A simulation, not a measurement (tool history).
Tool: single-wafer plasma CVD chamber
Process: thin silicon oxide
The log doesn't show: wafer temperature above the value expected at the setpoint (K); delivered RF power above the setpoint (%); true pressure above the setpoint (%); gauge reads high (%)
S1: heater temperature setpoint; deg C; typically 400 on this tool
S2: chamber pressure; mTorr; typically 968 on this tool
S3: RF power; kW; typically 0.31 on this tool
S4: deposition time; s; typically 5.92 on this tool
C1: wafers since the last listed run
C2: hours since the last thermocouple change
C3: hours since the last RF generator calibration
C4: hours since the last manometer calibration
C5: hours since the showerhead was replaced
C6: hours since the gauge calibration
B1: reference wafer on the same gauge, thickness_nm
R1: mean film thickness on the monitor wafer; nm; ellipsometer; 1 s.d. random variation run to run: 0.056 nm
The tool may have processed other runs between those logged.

run	hour	S1	S2	S3	S4	C1	C2	C3	C4	C5	C6	B1	R1
1	0	400	968	0.31	5.92	0	120.8	1140.5	2781.1	6015.7	633.3	13.402	13.776
2	47.2	400	968	0.31	5.92	2847	168	1187.7	2828.3	6062.9	680.5	13.37	13.784
3	115.3	400	968	0.3	5.92	4108	236.1	1255.8	2896.4	6131	748.6	13.414	13.755
4	165.7	400	968	0.3	5.92	3040	286.5	1306.2	2946.8	6181.4	799	13.41	13.741
5	213.1	400	968	0.3	5.92	2859	333.9	1353.6	2994.2	6228.8	846.4	13.415	13.664
# hour 228.6: capacitance manometer re-zeroed and calibrated
6	239.1	400	968	0.31	5.92	1085	359.9	1379.6	10.5	6254.8	872.4	13.395	13.238
7	282.7	400	968	0.31	5.92	2630	403.5	1423.2	54.1	6298.4	916	13.419	13.445
8	330.2	400	968	0.31	5.92	2865	451	1470.7	101.6	6345.9	963.5	13.399	13.383
# hour 395.3: showerhead replaced
9	396.2	400	968	0.31	5.92	3498	517	1536.7	167.6	0.9	1029.5	13.425	13.408
10	440.3	400	968	0.29	5.92	2660	561.1	1580.8	211.7	45	1073.6	13.402	13.193
11	506.9	400	968	0.36	5.92	4017	627.7	1647.4	278.3	111.6	1140.2	13.407	14.028
12	577.3	405	895	0.285	5.09	4246	698.1	1717.8	348.7	182	1210.6	13.372	10.889
13	612.4	408	968	0.33	5.92	2117	733.2	1752.9	383.8	217.1	1245.7	13.382	13.666
14	637.9	407	1154	0.31	5.08	1538	758.7	1778.4	409.3	242.6	1271.2	13.398	12.439
15	681.3	400	968	0.31	5.92	2618	802.1	1821.8	452.7	286	1314.6	13.416	13.538
16	740.5	400	1045	0.34	5.92	3571	861.3	1881	511.9	345.2	1373.8	13.412	14.437
17	766.4	391	968	0.26	5.92	1562	887.2	1906.9	537.8	371.1	1399.7	13.383	13.096
18	834	400	968	0.31	5.92	4078	954.8	1974.5	605.4	438.7	1467.3	13.4	13.545
19	865.9	400	1116	0.31	5.92	1924	986.7	2006.4	637.3	470.6	1499.2	13.394	14.395
20	936.2	400	878	0.31	5.92	4240	1057	2076.7	707.6	540.9	1569.5	13.407	12.94
# hour 948.6: RF generator calibrated
21	1005.4	392	968	0.31	5.92	3691	1126.2	56.8	776.8	610.1	1638.7	13.402	13.693
# hour 1023.8: gauge calibrated
# hour 1032.9: thermocouple changed; heater temperature recalibrated
22	1052.6	392	849	0.275	5.35	2364	19.7	104	824	657.3	28.8	13.372	11.295
23	1114.9	407	968	0.285	4.85	3758	82	166.3	886.3	719.6	91.1	13.391	10.834
24	1154.4	415	968	0.335	5.24	2382	121.5	205.8	925.8	759.1	130.6	13.411	12.211
25	1207	409	968	0.31	5.92	3173	174.1	258.4	978.4	811.7	183.2	13.406	13.512
26	1334.2	391	968	0.26	5.92	7673	301.3	385.6	1105.6	938.9	310.4	13.396	13.189
27	1375.2	400	968	0.31	5.92	2473	342.3	426.6	1146.6	979.9	351.4	13.391	13.629
28	1436	386	768	0.31	5.61	3667	403.1	487.4	1207.4	1040.7	412.2	13.433	11.693

Run-by-run hidden state of the tool:
wafer temperature above the value expected at the setpoint (K): 0 on each run
delivered RF power above the setpoint (%): 0 on each run
gauge reads high (%): 0 on each run
H1: true pressure above the setpoint (%)
run	H1
1	8.45
2	8.47
3	8.49
4	8.51
5	8.53
6	-0.59
7	-0.195
8	0.214
9	0.747
10	1.08
11	1.56
12	2.02
13	2.24
14	2.4
15	2.65
16	2.97
17	3.11
18	3.45
19	3.59
20	3.91
21	4.19
22	4.37
23	4.6
24	4.73
25	4.9
26	5.28
27	5.39
28	5.54

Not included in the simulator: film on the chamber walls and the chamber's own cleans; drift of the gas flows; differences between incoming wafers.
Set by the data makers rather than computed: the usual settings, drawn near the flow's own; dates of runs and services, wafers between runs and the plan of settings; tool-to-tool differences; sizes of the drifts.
